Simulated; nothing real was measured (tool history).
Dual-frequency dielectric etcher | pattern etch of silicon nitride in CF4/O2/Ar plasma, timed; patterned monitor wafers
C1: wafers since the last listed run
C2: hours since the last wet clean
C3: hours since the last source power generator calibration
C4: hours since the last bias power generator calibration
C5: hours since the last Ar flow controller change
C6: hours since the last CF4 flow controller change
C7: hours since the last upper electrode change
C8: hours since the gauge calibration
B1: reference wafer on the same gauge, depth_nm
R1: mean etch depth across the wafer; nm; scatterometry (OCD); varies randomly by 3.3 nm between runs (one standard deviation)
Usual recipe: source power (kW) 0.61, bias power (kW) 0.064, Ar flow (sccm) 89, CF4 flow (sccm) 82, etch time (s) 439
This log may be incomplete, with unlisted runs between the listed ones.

Run 1, day 0: usual settings; C1 0; C2 211.1; C3 3007.3; C4 4762.9; C5 3902.9; C6 5480.6; C7 2927; C8 1248.7; B1 1129.6. Result: R1 1157.6 nm.
Run 2, day 4.396: usual settings but source power (kW) 0.56, bias power (kW) 0.07; C1 350; C2 316.6; C3 3112.8; C4 4868.4; C5 4008.4; C6 5586.1; C7 3032.5; C8 1354.2; B1 1129.8. Result: R1 1143.5 nm.
At day 5.612: Ar flow controller replaced.
Run 3, day 8.221: usual settings but CF4 flow (sccm) 77; C1 284; C2 408.4; C3 3204.6; C4 4960.2; C5 62.6; C6 5677.9; C7 3124.3; C8 1446; B1 1128.2. Result: R1 1164.8 nm.
At day 8.658: CF4 flow controller replaced.
Run 4, day 10.771: usual settings but CF4 flow (sccm) 77; C1 183; C2 469.6; C3 3265.8; C4 5021.4; C5 123.8; C6 50.7; C7 3185.5; C8 1507.2; B1 1130.1. Result: R1 1172.5 nm.
At day 12.729: source power generator calibrated.
Run 5, day 12.838: usual settings but CF4 flow (sccm) 77; C1 151; C2 519.2; C3 2.6; C4 5071; C5 173.4; C6 100.3; C7 3235.1; C8 1556.8; B1 1129.1. Result: R1 1132.7 nm.
At day 14.054: wet clean of the chamber.
Run 6, day 14.767: usual settings but Ar flow (sccm) 104, CF4 flow (sccm) 75; C1 73; C2 17.1; C3 48.9; C4 5117.3; C5 219.7; C6 146.6; C7 3281.4; C8 1603.1; B1 1130. Result: R1 1055.9 nm.
Run 7, day 16.396: usual settings but Ar flow (sccm) 104, CF4 flow (sccm) 75; C1 129; C2 56.2; C3 88; C4 5156.4; C5 258.8; C6 185.7; C7 3320.5; C8 1642.2; B1 1130.6. Result: R1 1065 nm.
Run 8, day 18.329: usual settings; C1 153; C2 102.6; C3 134.4; C4 5202.8; C5 305.2; C6 232.1; C7 3366.9; C8 1688.6; B1 1129.5. Result: R1 1111.3 nm.
Run 9, day 21.25: usual settings but bias power (kW) 0.073, Ar flow (sccm) 69, CF4 flow (sccm) 100, etch time (s) 518.5; C1 232; C2 172.7; C3 204.5; C4 5272.9; C5 375.3; C6 302.2; C7 3437; C8 1758.7; B1 1130.8. Result: R1 1485.7 nm.
Run 10, day 24.071: usual settings but source power (kW) 0.73, bias power (kW) 0.072, Ar flow (sccm) 103, etch time (s) 542.5; C1 224; C2 240.4; C3 272.2; C4 5340.6; C5 443; C6 369.9; C7 3504.7; C8 1826.4; B1 1129.8. Result: R1 1673 nm.
At day 26.217: gauge calibrated.
Run 11, day 27.242: usual settings but Ar flow (sccm) 67; C1 252; C2 316.5; C3 348.3; C4 5416.7; C5 519.1; C6 446; C7 3580.8; C8 24.6; B1 1131.8. Result: R1 1173.7 nm.
Run 12, day 30.879: usual settings but source power (kW) 0.47, bias power (kW) 0.076; C1 289; C2 403.8; C3 435.6; C4 5504; C5 606.4; C6 533.3; C7 3668.1; C8 111.9; B1 1129.8. Result: R1 1021.1 nm.
Run 13, day 33.554: usual settings but bias power (kW) 0.057; C1 212; C2 468; C3 499.8; C4 5568.2; C5 670.6; C6 597.5; C7 3732.3; C8 176.1; B1 1130.8. Result: R1 1086.4 nm.
At day 37.233: wet clean of the chamber.
At day 37.938: bias power generator calibrated.
At day 37.942: upper electrode replaced.
Run 14, day 37.962: usual settings but Ar flow (sccm) 70, etch time (s) 549.5; C1 257; C2 17.5; C3 605.6; C4 0.6; C5 776.4; C6 703.3; C7 0.5; C8 281.9; B1 1128.8. Result: R1 1442 nm.
Run 15, day 40.233: usual settings but source power (kW) 0.55; C1 180; C2 72; C3 660.1; C4 55.1; C5 830.9; C6 757.8; C7 55; C8 336.4; B1 1130.2. Result: R1 1041.9 nm.
Run 16, day 43.054: usual settings; C1 224; C2 139.7; C3 727.8; C4 122.8; C5 898.6; C6 825.5; C7 122.7; C8 404.1; B1 1129.5. Result: R1 1133.2 nm.
Run 17, day 47.425: usual settings but Ar flow (sccm) 73, CF4 flow (sccm) 99, etch time (s) 342.5; C1 348; C2 244.6; C3 832.7; C4 227.7; C5 1003.5; C6 930.4; C7 227.6; C8 509; B1 1129.7. Result: R1 932.9 nm.
Run 18, day 49.779: usual settings but bias power (kW) 0.072; C1 187; C2 301.1; C3 889.2; C4 284.2; C5 1060; C6 986.9; C7 284.1; C8 565.5; B1 1130.4. Result: R1 1216.9 nm.
Run 19, day 51.433: usual settings but source power (kW) 0.53, bias power (kW) 0.07, CF4 flow (sccm) 68; C1 131; C2 340.8; C3 928.9; C4 323.9; C5 1099.7; C6 1026.6; C7 323.8; C8 605.2; B1 1129.1. Result: R1 1053.6 nm.
Run 20, day 53.038: usual settings but bias power (kW) 0.051, CF4 flow (sccm) 96; C1 127; C2 379.3; C3 967.4; C4 362.4; C5 1138.2; C6 1065.1; C7 362.3; C8 643.7; B1 1130.3. Result: R1 1054.1 nm.

Branching from run 20: 5 alternative next runs. What would each branch give?
Run A, day 53.058: usual settings; C1 1; C2 379.8; C3 967.9; C4 362.9; C5 1138.7; C6 1065.6; C7 362.8; C8 644.2; B1 ?. Result: R1 ?.
Run B, day 53.058: usual settings but source power (kW) 0.57, CF4 flow (sccm) 71; C1 1; C2 379.8; C3 967.9; C4 362.9; C5 1138.7; C6 1065.6; C7 362.8; C8 644.2; B1 ?. Result: R1 ?.
Run C, day 53.058: usual settings but source power (kW) 0.49, Ar flow (sccm) 70, CF4 flow (sccm) 74, etch time (s) 343; C1 1; C2 379.8; C3 967.9; C4 362.9; C5 1138.7; C6 1065.6; C7 362.8; C8 644.2; B1 ?. Result: R1 ?.
Run D, day 53.058: usual settings but bias power (kW) 0.076, CF4 flow (sccm) 95, etch time (s) 311.5; C1 1; C2 379.8; C3 967.9; C4 362.9; C5 1138.7; C6 1065.6; C7 362.8; C8 644.2; B1 ?. Result: R1 ?.
Run E, day 53.058: usual settings but bias power (kW) 0.074, CF4 flow (sccm) 89, etch time (s) 374; C1 1; C2 379.8; C3 967.9; C4 362.9; C5 1138.7; C6 1065.6; C7 362.8; C8 644.2; B1 ?. Result: R1 ?.

run      B1      R1
  A  1129.5  1158.6
  B  1129.5    1075
  C  1129.5   771.7
  D  1129.5   913.2
  E  1129.5  1073.5
Without the tool's unlogged condition, the same runs would have read:
run      R1
  A  1104.7
  B    1025
  C   735.8
  D   870.7
  E  1023.6
